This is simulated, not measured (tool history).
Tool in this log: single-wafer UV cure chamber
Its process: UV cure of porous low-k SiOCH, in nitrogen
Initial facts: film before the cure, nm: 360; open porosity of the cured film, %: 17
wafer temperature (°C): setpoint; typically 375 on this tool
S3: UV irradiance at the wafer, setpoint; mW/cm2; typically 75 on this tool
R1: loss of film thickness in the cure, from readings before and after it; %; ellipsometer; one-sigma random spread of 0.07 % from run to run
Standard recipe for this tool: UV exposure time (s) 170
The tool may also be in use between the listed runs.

{"run": 1, "day": 0.0, "wafer temperature (°C)": 389, "UV exposure time (s)": 170, "S3": 75, "R1": 6.555}
{"run": 2, "day": 1.271, "wafer temperature (°C)": 375, "UV exposure time (s)": 170, "S3": 75, "R1": 6.224}
{"run": 3, "day": 5.046, "wafer temperature (°C)": 375, "UV exposure time (s)": 170, "S3": 75, "R1": 6.374}
{"run": 4, "day": 5.721, "wafer temperature (°C)": 375, "UV exposure time (s)": 170, "S3": 75, "R1": 6.339}
{"run": 5, "day": 6.7, "wafer temperature (°C)": 375, "UV exposure time (s)": 170, "S3": 90, "R1": 6.855}
{"run": 6, "day": 7.321, "wafer temperature (°C)": 375, "UV exposure time (s)": 170, "S3": 90, "R1": 6.863}
{"run": 7, "day": 7.942, "wafer temperature (°C)": 375, "UV exposure time (s)": 170, "S3": 90, "R1": 6.722}
{"run": 8, "day": 9.075, "wafer temperature (°C)": 381, "UV exposure time (s)": 170, "S3": 75, "R1": 5.887}
{"run": 9, "day": 10.792, "wafer temperature (°C)": 375, "UV exposure time (s)": 170, "S3": 75, "R1": 6.4}
{"run": 10, "day": 11.783, "wafer temperature (°C)": 375, "UV exposure time (s)": 170, "S3": 75, "R1": 6.196}
{"run": 11, "day": 12.604, "wafer temperature (°C)": 375, "UV exposure time (s)": 170, "S3": 75, "R1": 6.143}
{"run": 12, "day": 13.488, "wafer temperature (°C)": 375, "UV exposure time (s)": 170, "S3": 75, "R1": 6.047}
{"run": 13, "day": 14.821, "wafer temperature (°C)": 375, "UV exposure time (s)": 170, "S3": 75, "R1": 5.759}
{"run": 14, "day": 16.138, "wafer temperature (°C)": 365, "UV exposure time (s)": 105, "S3": 91, "R1": 4.642}
{"run": 15, "day": 17.796, "wafer temperature (°C)": 387, "UV exposure time (s)": 170, "S3": 75, "R1": 6.412}
{"run": 16, "day": 18.658, "wafer temperature (°C)": 375, "UV exposure time (s)": 200, "S3": 111, "R1": 8.398}
{"run": 17, "day": 19.962, "wafer temperature (°C)": 368, "UV exposure time (s)": 110, "S3": 75, "R1": 4.492}
{"run": 18, "day": 21.346, "wafer temperature (°C)": 384, "UV exposure time (s)": 80, "S3": 63, "R1": 3.103}
{"run": 19, "day": 22.421, "wafer temperature (°C)": 367, "UV exposure time (s)": 255, "S3": 44, "R1": 5.182}
{"run": 20, "day": 23.888, "wafer temperature (°C)": 375, "UV exposure time (s)": 170, "S3": 75, "R1": 7.229}
{"run": 21, "day": 25.329, "wafer temperature (°C)": 375, "UV exposure time (s)": 170, "S3": 75, "R1": 7.626}
{"run": 22, "day": 26.038, "wafer temperature (°C)": 375, "UV exposure time (s)": 170, "S3": 75, "R1": 7.547}
{"run": 23, "day": 27.475, "wafer temperature (°C)": 375, "UV exposure time (s)": 170, "S3": 115, "R1": 9.086}
{"run": 24, "day": 28.708, "wafer temperature (°C)": 384, "UV exposure time (s)": 80, "S3": 63, "R1": 4.097}
{"run": 25, "day": 29.679, "wafer temperature (°C)": 362, "UV exposure time (s)": 170, "S3": 57, "R1": 5.871}
{"run": 26, "day": 30.525, "wafer temperature (°C)": 375, "UV exposure time (s)": 170, "S3": 75, "R1": 7.72}
{"run": 27, "day": 30.954, "wafer temperature (°C)": 360, "UV exposure time (s)": 210, "S3": 105, "R1": 9.761}

The log once held 6 entries between its listed runs, left out of this copy. Where does each go, and what is different about the tool's unlogged condition between the listed run before it and the listed run after it?
Run 2 -> run 3: quartz window cleaned (day 4.221)
  lamp output below its setpoint, %: 29.8 -> 31; transmission lost against a clean window, %: 11.7 -> 4.15
  what was measured, less what the result would be without the hidden state, R1: -1.858 -> -1.591 %
Run 8 -> run 9: quartz window cleaned (day 10.771)
  lamp output below its setpoint, %: 32.2 -> 32.7; transmission lost against a clean window, %: 15.5 -> 2.63
  what was measured, less what the result would be without the hidden state, R1: -2.111 -> -1.643 %
Run 14 -> run 15: quartz window cleaned (day 17.775)
  lamp output below its setpoint, %: 34.3 -> 34.8; transmission lost against a clean window, %: 17.7 -> 0.0879
  what was measured, less what the result would be without the hidden state, R1: -2.211 -> -1.642 %
Run 19 -> run 20: UV bulbs replaced (day 23.488)
  lamp output below its setpoint, %: 36.2 -> 1.22; transmission lost against a clean window, %: 13.2 -> 17.3
  what was measured, less what the result would be without the hidden state, R1: -2.175 -> -0.799 %
Run 20 -> run 21: quartz window cleaned (day 24.446)
  lamp output below its setpoint, %: 1.22 -> 1.66; transmission lost against a clean window, %: 17.3 -> 5.69
  what was measured, less what the result would be without the hidden state, R1: -0.799 -> -0.296 %
Run 25 -> run 26: quartz window cleaned (day 30.504)
  lamp output below its setpoint, %: 2.97 -> 3.23; transmission lost against a clean window, %: 18 -> 1.91
  what was measured, less what the result would be without the hidden state, R1: -0.846 -> -0.205 %

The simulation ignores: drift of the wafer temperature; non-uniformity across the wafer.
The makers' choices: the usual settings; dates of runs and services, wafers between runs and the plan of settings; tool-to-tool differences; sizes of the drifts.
